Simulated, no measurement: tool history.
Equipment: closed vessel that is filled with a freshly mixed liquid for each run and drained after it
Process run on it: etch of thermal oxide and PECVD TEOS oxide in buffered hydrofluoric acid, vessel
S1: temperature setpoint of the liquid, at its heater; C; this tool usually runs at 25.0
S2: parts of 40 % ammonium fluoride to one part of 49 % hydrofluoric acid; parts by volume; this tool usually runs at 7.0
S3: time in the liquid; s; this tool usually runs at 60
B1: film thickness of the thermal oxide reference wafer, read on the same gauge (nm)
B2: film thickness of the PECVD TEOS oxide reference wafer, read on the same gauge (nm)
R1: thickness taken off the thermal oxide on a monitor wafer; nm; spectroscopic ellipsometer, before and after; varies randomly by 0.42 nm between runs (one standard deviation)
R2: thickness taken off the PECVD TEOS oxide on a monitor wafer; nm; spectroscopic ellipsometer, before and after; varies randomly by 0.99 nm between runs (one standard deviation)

run    hour    S1    S2  S3      B1      B2      R1      R2
  1     0.0  25.0   7.0  60  120.02  139.99  105.92  278.46
  2    42.1  25.0   7.0  60  120.00  139.99  106.50  279.03
  3   102.3  25.0   7.0  60  120.01  140.01  106.65  277.35
  4   190.0  25.0   7.0  60  119.98  139.99  105.89  278.29
  5   255.6  25.0   7.0  60  120.00  139.98  106.84  279.84
  6   302.6  25.0   7.0  60  120.01  140.01  106.66  279.15
  7   363.8  25.0   7.0  60  120.00  139.98  106.94  279.93
  8   445.4  25.0   7.0  60  119.98  140.00  106.37  276.66
  9   538.1  25.0   7.0  60  120.01  140.01  105.91  278.89
 10   605.8  25.0   7.0  60  120.01  139.99  106.86  280.21
 11   665.5  28.5   7.0  85  120.00  139.99  182.13  475.28
 12   726.9  25.0  10.0  35  120.00  140.00   44.61  116.78
 13   809.9  25.0   7.0  60  119.98  139.97  106.83  278.58
 14   914.6  26.5   5.0  70  119.99  140.00  178.65  470.82
 15   957.4  25.0   7.0  60  119.99  139.98  106.88  277.58
 16  1074.6  22.0   5.5  85  120.02  139.99  158.12  413.32
 17  1124.7  25.0   7.0  60  119.99  140.01  106.07  280.00
 18  1215.6  28.5   9.5  60  119.98  140.01   94.40  247.63
 19  1470.7  26.5   9.0  30  120.02  140.01   43.95  114.90
 20  1565.9  25.0   7.0  60  120.00  140.00  106.07  278.37
 21  1607.9  27.5   5.5  80  120.02  140.00  200.51  523.79
 22  1682.1  25.0   7.0  60  120.00  140.01  106.07  278.29
 23  1783.7  25.0   7.0  60  119.98  140.00  107.49  280.53
 24  1859.3  25.0   8.5  70  120.01  140.00  100.53  263.34
 25  1961.0  29.0   8.0  60  120.00  139.99  113.70  298.73
 26  2063.8  25.0   8.5  60  119.99  139.98   86.63  226.25

Not shown: 3 entries that the log had between the listed runs. Between which runs, and how does the tool's hidden state differ before and after?
In the gap between runs 9 and 10: gauge calibrated (hour 598.3)
  no difference in the tool's unlogged condition between these two runs
In the gap between runs 10 and 11: thermometer replaced (hour 653.6)
  no difference in the tool's unlogged condition between these two runs
In the gap between runs 15 and 16: hydrofluoric acid flow meter replaced (hour 1040.8)
  no difference in the tool's unlogged condition between these two runs
